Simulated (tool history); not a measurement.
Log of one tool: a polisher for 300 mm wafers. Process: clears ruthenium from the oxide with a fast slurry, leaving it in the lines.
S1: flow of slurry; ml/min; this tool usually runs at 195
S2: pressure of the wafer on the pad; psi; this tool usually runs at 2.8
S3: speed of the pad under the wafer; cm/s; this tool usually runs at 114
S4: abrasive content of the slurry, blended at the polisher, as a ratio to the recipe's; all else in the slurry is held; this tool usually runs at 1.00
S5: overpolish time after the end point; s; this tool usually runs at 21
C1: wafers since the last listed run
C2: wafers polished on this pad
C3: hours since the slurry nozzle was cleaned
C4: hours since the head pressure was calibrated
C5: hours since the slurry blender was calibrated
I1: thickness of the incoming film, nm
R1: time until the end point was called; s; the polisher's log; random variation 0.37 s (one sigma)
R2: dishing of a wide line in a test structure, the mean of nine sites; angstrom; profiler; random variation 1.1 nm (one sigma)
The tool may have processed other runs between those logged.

run   hour   S1   S2   S3    S4  S5    C1    C2     C3     C4     C5     I1    R1   R2
  1    0.0  195  2.8  114  1.00  21     0  1058  518.9  161.2  202.9  130.2  34.3  657
      25.5  -- worn pad replaced by a new one
  2   28.6  195  2.8  114  1.00  21   303    38  547.5  189.8  231.5  129.2  34.2  641
      39.4  -- slurry blender recalibrated
  3   57.6  195  2.8  114  1.00  21   333   371  576.5  218.8   18.2  128.7  34.5  646
  4   71.8  195  3.5  146  1.00  21   175   547  590.7  233.0   32.4  130.2  23.0  889
     153.2  -- worn pad replaced by a new one
  5  153.7  195  3.5  146  1.00  21   961     6  672.6  314.9  114.3  127.9  23.0  862
  6  173.2  195  3.5  146  1.00  21   240   246  692.1  334.4  133.8  129.4  23.4  878
     184.3  -- slurry nozzle cleaned
  7  205.9  195  2.8  114  1.00  21   391   638   21.6  367.1  166.5  129.2  38.0  592
     243.3  -- head pressure recalibrated
     262.6  -- worn pad replaced by a new one
     291.7  -- slurry blender recalibrated
     300.9  -- slurry nozzle cleaned, repeated, since the last time left the tool worse
  8  303.2  195  2.8  114  1.00  21  1089   463    2.3   59.9   11.5  128.1  33.1  670
  9  315.5  215  2.8  114  1.00  25   151   615   14.6   72.2   23.8  129.4  33.4  754
 10  343.9  195  2.8  114  1.00  21   350   966   43.0  100.6   52.2  130.4  34.5  681
     386.7  -- worn pad replaced by a new one
 11  424.0  175  2.0   92  1.00   8   939   460  123.1  180.7  132.3  127.9  54.2  176
 12  459.8  195  2.8  114  1.00  21   441   902  158.9  216.5  168.1  129.4  34.2  659
 13  479.6  195  3.6  114  1.00  21   244  1147  178.7  236.3  187.9  130.8  26.1  795
 14  496.0  195  2.8  114  1.00  21   202  1349  195.1  252.7  204.3  132.1  35.5  632
     500.5  -- worn pad replaced by a new one
 15  520.3  235  3.2  114  1.15  21   250   244  219.4  277.0  228.6  129.0  26.4  798
     541.5  -- slurry blender recalibrated
 16  542.0  125  2.8  114  1.00   9   243   487  241.1  298.7    0.5  131.8  37.9  301
 17  556.9  230  2.8  114  1.00  13   183   671  256.0  313.6   15.4  132.3  34.0  448

State the hidden condition of the tool at each of the runs:
removal rate lost through wear of the pad, %: 0 at every run
deviation of the head's pressure from its setpoint, %: 0 at every run
abrasive missing from the slurry, %: 0 at every run
H1: slurry flow missing at the pad, %
run    H1
  1  17.3
  2  18.2
  3  19.1
  4  19.6
  5  22.2
  6  22.8
  7    49
  8  4.52
  9  4.91
 10  5.82
 11  8.39
 12  9.53
 13  10.2
 14  10.7
 15  11.5
 16  12.2
 17  12.6

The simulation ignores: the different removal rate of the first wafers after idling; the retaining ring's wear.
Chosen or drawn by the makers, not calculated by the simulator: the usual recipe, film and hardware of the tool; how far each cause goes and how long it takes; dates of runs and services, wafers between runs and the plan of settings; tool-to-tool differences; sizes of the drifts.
